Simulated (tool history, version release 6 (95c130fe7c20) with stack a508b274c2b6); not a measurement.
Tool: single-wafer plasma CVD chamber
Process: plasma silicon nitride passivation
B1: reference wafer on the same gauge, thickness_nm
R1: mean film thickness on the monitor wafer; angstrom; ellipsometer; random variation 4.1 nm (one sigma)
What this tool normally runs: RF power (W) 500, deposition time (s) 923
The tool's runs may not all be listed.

Run 1, hour 0: usual settings but RF power (W) 475; B1 1589.911. Result: R1 14236.76 angstrom.
Run 2, hour 43.4: usual settings but RF power (W) 475; B1 1589.737. Result: R1 14284 angstrom.
Run 3, hour 101.4: usual settings but RF power (W) 565; B1 1589.885. Result: R1 14691 angstrom.
At hour 139.3: gauge calibrated.
Run 4, hour 189.3: usual settings but RF power (W) 565; B1 1589.597. Result: R1 14665.3 angstrom.
Run 5, hour 286.1: usual settings; B1 1589.785. Result: R1 14421.99 angstrom.
Run 6, hour 334.4: usual settings; B1 1589.82. Result: R1 14341.53 angstrom.
Run 7, hour 437.6: usual settings; B1 1589.943. Result: R1 14318.81 angstrom.
Run 8, hour 504.4: usual settings; B1 1589.999. Result: R1 14314.33 angstrom.
Run 9, hour 611.7: usual settings but RF power (W) 435, deposition time (s) 840; B1 1589.433. Result: R1 12735.11 angstrom.
Run 10, hour 656.1: usual settings but RF power (W) 435, deposition time (s) 840; B1 1590.602. Result: R1 12740.04 angstrom.
Run 11, hour 705.4: usual settings but RF power (W) 435, deposition time (s) 840; B1 1590.452. Result: R1 12763.37 angstrom.
Run 12, hour 776.8: usual settings but RF power (W) 550; B1 1589.779. Result: R1 14523.56 angstrom.
Run 13, hour 817.4: usual settings but RF power (W) 550; B1 1590.37. Result: R1 14520.67 angstrom.
At hour 865.6: showerhead replaced.
Run 14, hour 872: usual settings but RF power (W) 550; B1 1590.744. Result: R1 14598.54 angstrom.
Run 15, hour 928.5: usual settings; B1 1590.469. Result: R1 14348.89 angstrom.
Run 16, hour 983: usual settings; B1 1590.624. Result: R1 14356.46 angstrom.
Run 17, hour 1061.5: usual settings; B1 1589.738. Result: R1 14323.52 angstrom.
Run 18, hour 1128.7: usual settings; B1 1589.715. Result: R1 14252.11 angstrom.
Run 19, hour 1207.3: usual settings but RF power (W) 420, deposition time (s) 981; B1 1590.069. Result: R1 14808.88 angstrom.
Run 20, hour 1279.7: usual settings but RF power (W) 435, deposition time (s) 981; B1 1589.596. Result: R1 14884.44 angstrom.
Run 21, hour 1439.3: usual settings but RF power (W) 430, deposition time (s) 769; B1 1590.12. Result: R1 11613.77 angstrom.
At hour 1514.2: gauge calibrated.
Run 22, hour 1533.8: usual settings but deposition time (s) 1036; B1 1590.324. Result: R1 16038.62 angstrom.
Run 23, hour 1601.2: usual settings but RF power (W) 425, deposition time (s) 1096; B1 1590.112. Result: R1 16549.93 angstrom.
Run 24, hour 1668.8: usual settings; B1 1590.226. Result: R1 14325.45 angstrom.
Run 25, hour 1774.5: usual settings; B1 1589.764. Result: R1 14393.11 angstrom.
Run 26, hour 1852.4: usual settings but RF power (W) 425, deposition time (s) 753; B1 1590.552. Result: R1 11314.26 angstrom.
Run 27, hour 1893.4: usual settings but deposition time (s) 794; B1 1589.731. Result: R1 12269.18 angstrom.
Run 28, hour 1943.4: usual settings but RF power (W) 415, deposition time (s) 1028; B1 1590.005. Result: R1 15443.53 angstrom.
At hour 1973.6: RF generator calibrated.
Run 29, hour 2046.8: usual settings but deposition time (s) 792; B1 1590.164. Result: R1 12367.72 angstrom.
Run 30, hour 2097.5: usual settings but RF power (W) 555, deposition time (s) 863; B1 1590.311. Result: R1 13845.66 angstrom.
Run 31, hour 2149.5: usual settings but RF power (W) 475; B1 1589.828. Result: R1 14354.77 angstrom.
Run 32, hour 2219.6: usual settings but RF power (W) 410, deposition time (s) 978; B1 1589.446. Result: R1 14812.01 angstrom.
Run 33, hour 2318.5: usual settings but RF power (W) 595, deposition time (s) 844; B1 1589.931. Result: R1 13582.99 angstrom.
Run 34, hour 2371.3: usual settings but RF power (W) 590, deposition time (s) 1003; B1 1590.305. Result: R1 16130.19 angstrom.
Run 35, hour 2440.2: usual settings but RF power (W) 535, deposition time (s) 978; B1 1590.578. Result: R1 15458.02 angstrom.
Run 36, hour 2514.1: usual settings but RF power (W) 585, deposition time (s) 1106; B1 1589.269. Result: R1 17748.4 angstrom.

Predict each of these 4 candidate next runs independently; none follows another, all start after run 36:
Run A, hour 2514.8: usual settings; B1 ?. Result: R1 ?.
Run B, hour 2514.8: usual settings but RF power (W) 555, deposition time (s) 795; B1 ?. Result: R1 ?.
Run C, hour 2514.8: usual settings but deposition time (s) 1105; B1 ?. Result: R1 ?.
Run D, hour 2514.8: usual settings but RF power (W) 560, deposition time (s) 811; B1 ?. Result: R1 ?.

run        B1        R1
  A  1589.614  14394.46
  B  1589.614   12629.6
  C  1589.614  17232.81
  D  1589.614  12904.74
With the hidden condition removed and each run's random variation left untouched, the same runs would have given:
run        R1
  A  14519.91
  B  12739.67
  C  17382.99
  D   13017.2

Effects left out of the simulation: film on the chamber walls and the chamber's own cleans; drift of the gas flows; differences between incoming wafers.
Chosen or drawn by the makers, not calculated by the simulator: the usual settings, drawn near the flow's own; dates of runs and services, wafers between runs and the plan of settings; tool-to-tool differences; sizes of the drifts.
